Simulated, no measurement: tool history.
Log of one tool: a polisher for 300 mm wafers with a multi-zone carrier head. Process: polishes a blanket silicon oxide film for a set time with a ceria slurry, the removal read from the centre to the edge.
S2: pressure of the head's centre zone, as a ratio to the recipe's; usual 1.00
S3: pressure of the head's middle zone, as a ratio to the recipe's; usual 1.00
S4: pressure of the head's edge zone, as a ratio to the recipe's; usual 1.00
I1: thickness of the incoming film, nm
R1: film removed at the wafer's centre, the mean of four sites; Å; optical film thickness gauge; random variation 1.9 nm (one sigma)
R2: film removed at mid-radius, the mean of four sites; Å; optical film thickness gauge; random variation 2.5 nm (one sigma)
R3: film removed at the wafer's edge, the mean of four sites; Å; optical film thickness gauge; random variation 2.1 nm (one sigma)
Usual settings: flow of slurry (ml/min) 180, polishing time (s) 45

{"run": 1, "hour": 0.0, "flow of slurry (ml/min)": 180, "S2": 1.0, "S3": 1.0, "S4": 1.0, "polishing time (s)": 45, "I1": 1661.5, "R1": 2281, "R2": 2311, "R3": 2271}
{"run": 2, "hour": 100.4, "flow of slurry (ml/min)": 180, "S2": 1.0, "S3": 1.0, "S4": 1.0, "polishing time (s)": 45, "I1": 1678.3, "R1": 2223, "R2": 2216, "R3": 2255}
{"hour": 143.2, "done": "worn pad replaced by a new one"}
{"run": 3, "hour": 206.7, "flow of slurry (ml/min)": 230, "S2": 1.0, "S3": 1.0, "S4": 1.0, "polishing time (s)": 45, "I1": 1664.0, "R1": 2309, "R2": 2281, "R3": 2300}
{"run": 4, "hour": 253.5, "flow of slurry (ml/min)": 225, "S2": 1.0, "S3": 1.0, "S4": 1.0, "polishing time (s)": 45, "I1": 1678.3, "R1": 2285, "R2": 2322, "R3": 2304}
{"hour": 313.6, "done": "slurry nozzle cleaned"}
{"run": 5, "hour": 324.2, "flow of slurry (ml/min)": 180, "S2": 1.0, "S3": 1.0, "S4": 0.94, "polishing time (s)": 45, "I1": 1653.1, "R1": 2385, "R2": 2399, "R3": 2276}
{"run": 6, "hour": 369.1, "flow of slurry (ml/min)": 180, "S2": 1.0, "S3": 1.0, "S4": 0.94, "polishing time (s)": 45, "I1": 1665.2, "R1": 2337, "R2": 2398, "R3": 2234}
{"run": 7, "hour": 448.9, "flow of slurry (ml/min)": 180, "S2": 1.0, "S3": 1.0, "S4": 0.94, "polishing time (s)": 45, "I1": 1673.2, "R1": 2262, "R2": 2308, "R3": 2187}
{"hour": 484.1, "done": "worn pad replaced by a new one"}
{"run": 8, "hour": 551.7, "flow of slurry (ml/min)": 155, "S2": 1.0, "S3": 1.09, "S4": 1.0, "polishing time (s)": 45, "I1": 1703.4, "R1": 2148, "R2": 2255, "R3": 2217}
{"run": 9, "hour": 632.1, "flow of slurry (ml/min)": 155, "S2": 1.0, "S3": 1.09, "S4": 1.0, "polishing time (s)": 45, "I1": 1684.2, "R1": 2140, "R2": 2250, "R3": 2168}
{"hour": 663.4, "done": "edge zone pressure recalibrated"}
{"hour": 674.9, "done": "centre zone pressure recalibrated"}
{"run": 10, "hour": 718.0, "flow of slurry (ml/min)": 155, "S2": 1.0, "S3": 1.09, "S4": 1.0, "polishing time (s)": 45, "I1": 1665.5, "R1": 2096, "R2": 2266, "R3": 2199}
{"hour": 756.7, "done": "slurry nozzle cleaned"}
{"hour": 791.7, "done": "worn pad replaced by a new one"}
{"run": 11, "hour": 792.2, "flow of slurry (ml/min)": 180, "S2": 0.94, "S3": 0.91, "S4": 1.0, "polishing time (s)": 45, "I1": 1667.0, "R1": 2198, "R2": 2245, "R3": 2331}
{"hour": 838.5, "done": "carrier head's membrane replaced by a new one"}
{"run": 12, "hour": 854.6, "flow of slurry (ml/min)": 180, "S2": 1.09, "S3": 1.1, "S4": 1.0, "polishing time (s)": 45, "I1": 1671.1, "R1": 2548, "R2": 2507, "R3": 2303}
{"run": 13, "hour": 906.4, "flow of slurry (ml/min)": 225, "S2": 1.0, "S3": 1.0, "S4": 1.0, "polishing time (s)": 45, "I1": 1695.9, "R1": 2398, "R2": 2415, "R3": 2372}
{"run": 14, "hour": 1038.2, "flow of slurry (ml/min)": 180, "S2": 1.0, "S3": 1.0, "S4": 1.0, "polishing time (s)": 45, "I1": 1651.8, "R1": 2224, "R2": 2250, "R3": 2211}
{"hour": 1110.5, "done": "worn pad replaced by a new one"}
{"run": 15, "hour": 1114.7, "flow of slurry (ml/min)": 180, "S2": 1.0, "S3": 1.06, "S4": 1.0, "polishing time (s)": 45, "I1": 1681.5, "R1": 2207, "R2": 2307, "R3": 2229}
{"run": 16, "hour": 1202.7, "flow of slurry (ml/min)": 180, "S2": 0.95, "S3": 1.0, "S4": 1.1, "polishing time (s)": 41, "I1": 1665.2, "R1": 1881, "R2": 2035, "R3": 2176}
{"hour": 1241.6, "done": "slurry nozzle cleaned"}
{"run": 17, "hour": 1310.0, "flow of slurry (ml/min)": 135, "S2": 1.0, "S3": 1.0, "S4": 0.89, "polishing time (s)": 45, "I1": 1661.3, "R1": 2193, "R2": 2214, "R3": 2083}
{"hour": 1384.6, "done": "worn pad replaced by a new one"}
{"hour": 1396.3, "done": "centre zone pressure recalibrated"}
{"run": 18, "hour": 1409.5, "flow of slurry (ml/min)": 235, "S2": 1.0, "S3": 0.91, "S4": 1.0, "polishing time (s)": 45, "I1": 1667.7, "R1": 2373, "R2": 2214, "R3": 2400}
{"run": 19, "hour": 1464.7, "flow of slurry (ml/min)": 180, "S2": 1.0, "S3": 1.0, "S4": 1.0, "polishing time (s)": 45, "I1": 1675.2, "R1": 2204, "R2": 2277, "R3": 2283}
{"run": 20, "hour": 1523.0, "flow of slurry (ml/min)": 125, "S2": 1.0, "S3": 1.12, "S4": 0.91, "polishing time (s)": 30, "I1": 1663.2, "R1": 1326, "R2": 1462, "R3": 1359}

3 ways to go on from here, each from the tool as it stands after run 20. What would each give?
{"run": "A", "hour": 1523.4, "flow of slurry (ml/min)": 180, "S2": 1.0, "S3": 1.0, "S4": 1.0, "polishing time (s)": 45, "I1": 1675.5, "R1": "?", "R2": "?", "R3": "?"}
{"run": "B", "hour": 1523.4, "flow of slurry (ml/min)": 120, "S2": 1.1, "S3": 1.0, "S4": 1.07, "polishing time (s)": 34, "I1": 1675.5, "R1": "?", "R2": "?", "R3": "?"}
{"run": "C", "hour": 1523.4, "flow of slurry (ml/min)": 180, "S2": 1.0, "S3": 1.07, "S4": 0.93, "polishing time (s)": 45, "I1": 1675.5, "R1": "?", "R2": "?", "R3": "?"}

run=A R1=2176 R2=2216 R3=2254
run=B R1=1593 R2=1505 R3=1639
run=C R1=2177 R2=2316 R3=2176
Without the tool's hidden state the same runs would have given:
run=A R1=2376 R2=2394 R3=2382
run=B R1=1810 R2=1681 R3=1766
run=C R1=2376 R2=2502 R3=2299
